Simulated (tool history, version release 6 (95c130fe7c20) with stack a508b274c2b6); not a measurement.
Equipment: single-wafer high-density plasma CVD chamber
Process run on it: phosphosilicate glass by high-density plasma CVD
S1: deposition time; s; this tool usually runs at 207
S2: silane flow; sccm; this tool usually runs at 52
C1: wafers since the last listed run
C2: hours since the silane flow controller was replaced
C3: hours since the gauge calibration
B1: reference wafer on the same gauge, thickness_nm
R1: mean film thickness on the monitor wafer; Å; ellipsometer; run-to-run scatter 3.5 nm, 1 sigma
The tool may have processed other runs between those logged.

run 1 hour=0.0 | S1=207 S2=47 | C1=0 C2=2524.4 C3=701.5 | B1=1200.189 | R1=9640.55
run 2 hour=58.9 | S1=207 S2=47 | C1=407 C2=2583.3 C3=760.4 | B1=1201.549 | R1=9628.77
run 3 hour=86.2 | S1=207 S2=52 | C1=189 C2=2610.6 C3=787.7 | B1=1200.561 | R1=10654.58
run 4 hour=124.8 | S1=207 S2=52 | C1=267 C2=2649.2 C3=826.3 | B1=1199.677 | R1=10662.35
run 5 hour=157.5 | S1=207 S2=52 | C1=226 C2=2681.9 C3=859.0 | B1=1199.649 | R1=10633.66
run 6 hour=206.1 | S1=199 S2=52 | C1=336 C2=2730.5 C3=907.6 | B1=1201.087 | R1=10250.99
run 7 hour=240.2 | S1=235 S2=52 | C1=236 C2=2764.6 C3=941.7 | B1=1199.766 | R1=12120.07
run 8 hour=267.0 | S1=207 S2=52 | C1=185 C2=2791.4 C3=968.5 | B1=1198.355 | R1=10602.88
run 9 hour=320.7 | S1=207 S2=52 | C1=371 C2=2845.1 C3=1022.2 | B1=1199.143 | R1=10613.27
run 10 hour=357.5 | S1=207 S2=52 | C1=254 C2=2881.9 C3=1059.0 | B1=1198.432 | R1=10637.19
run 11 hour=392.7 | S1=207 S2=52 | C1=243 C2=2917.1 C3=1094.2 | B1=1199.679 | R1=10620.14
run 12 hour=463.9 | S1=207 S2=52 | C1=493 C2=2988.3 C3=1165.4 | B1=1199.621 | R1=10688.08
run 13 hour=510.5 | S1=207 S2=52 | C1=322 C2=3034.9 C3=1212.0 | B1=1200.374 | R1=10693.70
run 14 hour=630.9 | S1=207 S2=48 | C1=833 C2=3155.3 C3=1332.4 | B1=1200.484 | R1=9832.80
run 15 hour=688.0 | S1=207 S2=52 | C1=395 C2=3212.4 C3=1389.5 | B1=1200.551 | R1=10655.82
run 16 hour=729.4 | S1=174 S2=62 | C1=286 C2=3253.8 C3=1430.9 | B1=1199.826 | R1=10697.99
-- hour=785.4 gauge calibrated
run 17 hour=889.9 | S1=247 S2=61 | C1=1111 C2=3414.3 C3=104.5 | B1=1201.407 | R1=14880.12
run 18 hour=942.9 | S1=246 S2=61 | C1=367 C2=3467.3 C3=157.5 | B1=1199.687 | R1=14835.44
run 19 hour=976.7 | S1=183 S2=47 | C1=234 C2=3501.1 C3=191.3 | B1=1199.116 | R1=8504.18
run 20 hour=1037.6 | S1=173 S2=45 | C1=421 C2=3562.0 C3=252.2 | B1=1200.426 | R1=7725.45
run 21 hour=1071.4 | S1=207 S2=52 | C1=234 C2=3595.8 C3=286.0 | B1=1197.482 | R1=10723.16
run 22 hour=1098.6 | S1=207 S2=52 | C1=188 C2=3623.0 C3=313.2 | B1=1199.900 | R1=10716.03
-- hour=1156.3 silane flow controller replaced
run 23 hour=1156.8 | S1=229 S2=57 | C1=347 C2=0.5 C3=371.4 | B1=1197.555 | R1=13024.27
run 24 hour=1208.8 | S1=174 S2=49 | C1=360 C2=52.5 C3=423.4 | B1=1201.503 | R1=8454.70
run 25 hour=1256.7 | S1=219 S2=61 | C1=331 C2=100.4 C3=471.3 | B1=1198.844 | R1=13235.56
run 26 hour=1303.1 | S1=175 S2=62 | C1=321 C2=146.8 C3=517.7 | B1=1198.498 | R1=10777.46
run 27 hour=1358.8 | S1=199 S2=52 | C1=385 C2=202.5 C3=573.4 | B1=1198.518 | R1=10277.42
run 28 hour=1510.9 | S1=183 S2=52 | C1=1053 C2=354.6 C3=725.5 | B1=1201.426 | R1=9378.82
run 29 hour=1564.2 | S1=207 S2=56 | C1=369 C2=407.9 C3=778.8 | B1=1200.211 | R1=11502.65

The tool's hidden state at each run:
delivered silane flow above the setpoint (%): 0, the same for each run
gauge reads high (%): 0, the same for each run

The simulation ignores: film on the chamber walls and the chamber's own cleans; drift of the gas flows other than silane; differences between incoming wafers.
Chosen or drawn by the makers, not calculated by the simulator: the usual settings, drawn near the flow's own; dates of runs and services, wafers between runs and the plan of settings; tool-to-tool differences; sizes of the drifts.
